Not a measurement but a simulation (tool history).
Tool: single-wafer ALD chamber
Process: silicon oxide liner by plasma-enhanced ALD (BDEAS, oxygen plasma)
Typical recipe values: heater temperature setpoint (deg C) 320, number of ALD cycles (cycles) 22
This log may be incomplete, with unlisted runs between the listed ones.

| run | hour | heater temperature setpoint (deg C) | number of ALD cycles (cycles) | wafers since the last listed run | hours since the last thermocouple change | hours since the gauge calibration | read-back reference wafer on the same gauge, thickness_nm | mean film thickness on the monitor wafer (angstrom) |
|---|---|---|---|---|---|---|---|---|
| 1 | 0.0 | 332 | 22 | 0 | 2253.5 | 135.8 | 2.119 | 18.84 |
| 2 | 14.9 | 320 | 22 | 242 | 2268.4 | 150.7 | 2.120 | 19.21 |
| 3 | 28.3 | 320 | 22 | 218 | 2281.8 | 164.1 | 2.117 | 19.24 |
| 4 | 36.7 | 320 | 22 | 136 | 2290.2 | 172.5 | 2.119 | 19.19 |
| 5 | 54.5 | 320 | 22 | 290 | 2308.0 | 190.3 | 2.116 | 19.21 |
| 6 | 61.0 | 320 | 25 | 105 | 2314.5 | 196.8 | 2.116 | 21.86 |
| 7 | 77.5 | 320 | 25 | 268 | 2331.0 | 213.3 | 2.114 | 21.85 |
| 8 | 84.9 | 320 | 25 | 120 | 2338.4 | 220.7 | 2.114 | 21.80 |
| 9 | 98.7 | 325 | 22 | 224 | 2352.2 | 234.5 | 2.113 | 19.01 |
| 10 | 109.4 | 325 | 23 | 174 | 2362.9 | 245.2 | 2.112 | 19.98 |
| 11 | 141.0 | 320 | 22 | 514 | 2394.5 | 276.8 | 2.109 | 19.25 |
| 12 | 155.1 | 320 | 22 | 229 | 2408.6 | 290.9 | 2.108 | 19.17 |
| 13 | 162.5 | 320 | 21 | 120 | 2416.0 | 298.3 | 2.105 | 18.34 |
| 14 | 171.7 | 320 | 21 | 149 | 2425.2 | 307.5 | 2.106 | 18.28 |
| 15 | 188.2 | 320 | 21 | 268 | 2441.7 | 324.0 | 2.104 | 18.30 |
| 16 | 194.5 | 308 | 22 | 102 | 2448.0 | 330.3 | 2.104 | 19.44 |
| 17 | 209.0 | 308 | 22 | 236 | 2462.5 | 344.8 | 2.102 | 19.41 |
| 18 | 222.6 | 330 | 25 | 221 | 2476.1 | 358.4 | 2.100 | 21.31 |
| 19 | 240.4 | 316 | 20 | 290 | 2493.9 | 376.2 | 2.098 | 17.43 |
| 20 | 247.8 | 309 | 22 | 120 | 2501.3 | 383.6 | 2.096 | 19.43 |
| 21 | 255.4 | 311 | 23 | 123 | 2508.9 | 391.2 | 2.097 | 20.28 |
| 22 | 272.5 | 312 | 19 | 278 | 2526.0 | 408.3 | 2.095 | 16.63 |
| 23 | 280.2 | 313 | 20 | 125 | 2533.7 | 416.0 | 2.093 | 17.43 |
| 24 | 297.9 | 308 | 23 | 288 | 2551.4 | 433.7 | 2.089 | 20.21 |
|  | 300.4 | gauge calibrated |
| 25 | 305.5 | 307 | 19 | 123 | 2559.0 | 5.1 | 2.121 | 16.99 |
|  | 318.8 | thermocouple changed; heater temperature recalibrated |
| 26 | 323.5 | 313 | 25 | 162 | 4.7 | 23.1 | 2.122 | 22.19 |
| 27 | 331.8 | 331 | 18 | 135 | 13.0 | 31.4 | 2.120 | 15.57 |
| 28 | 338.0 | 311 | 23 | 101 | 19.2 | 37.6 | 2.121 | 20.40 |
| 29 | 355.1 | 328 | 25 | 278 | 36.3 | 54.7 | 2.120 | 21.65 |
| 30 | 365.5 | 320 | 22 | 169 | 46.7 | 65.1 | 2.121 | 19.22 |
| 31 | 375.2 | 324 | 21 | 158 | 56.4 | 74.8 | 2.120 | 18.17 |
| 32 | 382.3 | 314 | 25 | 115 | 63.5 | 81.9 | 2.121 | 22.16 |
| 33 | 397.2 | 320 | 22 | 242 | 78.4 | 96.8 | 2.120 | 19.24 |
| 34 | 413.2 | 320 | 22 | 260 | 94.4 | 112.8 | 2.121 | 19.26 |

Predict each of these 3 candidate next runs independently; none follows another, all start after run 34:
| A | 413.6 | 320 | 22 | 6 | 94.8 | 113.2 | ? | ? |
| B | 413.6 | 320 | 19 | 6 | 94.8 | 113.2 | ? | ? |
| C | 413.6 | 311 | 26 | 6 | 94.8 | 113.2 | ? | ? |

| run | read-back reference wafer on the same gauge, thickness_nm | mean film thickness on the monitor wafer (angstrom) |
|---|---|---|
| A | 2.119 | 19.24 |
| B | 2.119 | 16.61 |
| C | 2.119 | 23.06 |
Without the tool's hidden state the same runs would have given:
| run | mean film thickness on the monitor wafer (angstrom) |
|---|---|
| A | 19.24 |
| B | 16.62 |
| C | 23.06 |

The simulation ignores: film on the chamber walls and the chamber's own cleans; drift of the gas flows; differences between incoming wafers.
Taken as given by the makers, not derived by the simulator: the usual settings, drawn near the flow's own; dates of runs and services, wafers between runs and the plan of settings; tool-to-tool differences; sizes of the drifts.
